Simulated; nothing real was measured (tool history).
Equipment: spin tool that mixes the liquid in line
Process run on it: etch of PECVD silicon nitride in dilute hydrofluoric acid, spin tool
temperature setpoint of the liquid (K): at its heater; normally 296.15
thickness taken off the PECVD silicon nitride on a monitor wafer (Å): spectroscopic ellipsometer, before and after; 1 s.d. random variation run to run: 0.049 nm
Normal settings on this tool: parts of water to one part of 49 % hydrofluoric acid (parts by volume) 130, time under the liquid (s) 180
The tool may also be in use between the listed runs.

run,hour,temperature setpoint of the liquid (K),parts of water to one part of 49 % hydrofluoric acid (parts by volume),time under the liquid (s),"read-back film thickness of the PECVD silicon nitride reference wafer, read on the same gauge (nm)",thickness taken off the PECVD silicon nitride on a monitor wafer (Å)
1,0,296.15,130,115,69.98,36.2
2,14.6,296.15,130,180,69.97,56.5
3,44.3,296.15,130,180,70,56.5
4,64.6,296.15,130,180,69.99,56.5
5,93.2,296.15,130,180,69.99,56
6,118.8,296.15,130,180,70,57.2
7,198.4,296.15,130,180,69.98,55.6
8,224.3,296.15,130,180,70.01,57.5
9,239.1,296.15,130,180,69.99,57.1
10,261.8,296.15,130,180,70,56.5
11,280.1,299.15,130,180,70.04,70.1
12,298.7,293.65,175,270,70,54.6
13,317.6,296.15,130,180,69.99,56.8
14,349.7,296.15,130,180,70.01,57
15,384.5,293.15,130,105,70,27.4
16,408.2,293.15,75,270,70.02,122
17,425,296.15,165,180,70.02,45.1
18,470.2,294.15,130,100,70,27
19,543.8,296.15,130,180,69.99,55
20,572.4,296.15,130,180,70,55.1
21,603.7,296.15,130,220,70,66.7
22,629,293.15,80,180,70,72.4
23,655.9,291.15,195,80,70,12
24,679.4,296.15,130,180,70.01,56.1
25,710.6,296.15,130,180,69.99,54.9
26,735,300.15,155,90,69.99,30.1
27,748.8,296.15,130,75,70.02,23.1
28,781.2,296.15,130,115,69.98,35.3
29,831,294.65,65,210,70,116.6
30,860.3,298.15,130,245,70.01,87
31,875.9,292.15,95,275,70.01,88.5
32,911.4,296.15,130,180,69.99,56.2
33,936.9,296.15,130,180,69.99,55.8
34,972.8,292.15,185,250,70,42.9

Taken out of this log: 4 entries between the listed runs. Where each belongs, and how the hidden state differs across it:
Logged between run 3 and run 4: thermometer replaced (hour 59.8)
  hydrofluoric acid flow above the setpoint (%): 2.56 -> 2.62
  measured result minus the result with no hidden state, thickness taken off the PECVD silicon nitride on a monitor wafer (Å): +1.4 -> +1.4
Logged between run 8 and run 9: gauge calibrated (hour 231.5)
  hydrofluoric acid flow above the setpoint (%): 3.14 -> 3.19
  measured result minus the result with no hidden state, thickness taken off the PECVD silicon nitride on a monitor wafer (Å): +1.7 -> +1.7
Logged between run 17 and run 18: hydrofluoric acid flow meter replaced (hour 452.8)
  hydrofluoric acid flow above the setpoint (%): 3.8 -> 0.246
  measured result minus the result with no hidden state, thickness taken off the PECVD silicon nitride on a monitor wafer (Å): +1.7 -> +0.1
Logged between run 21 and run 22: thermometer replaced (hour 622.2)
  hydrofluoric acid flow above the setpoint (%): 0.681 -> 0.763
  measured result minus the result with no hidden state, thickness taken off the PECVD silicon nitride on a monitor wafer (Å): +0.4 -> +0.5
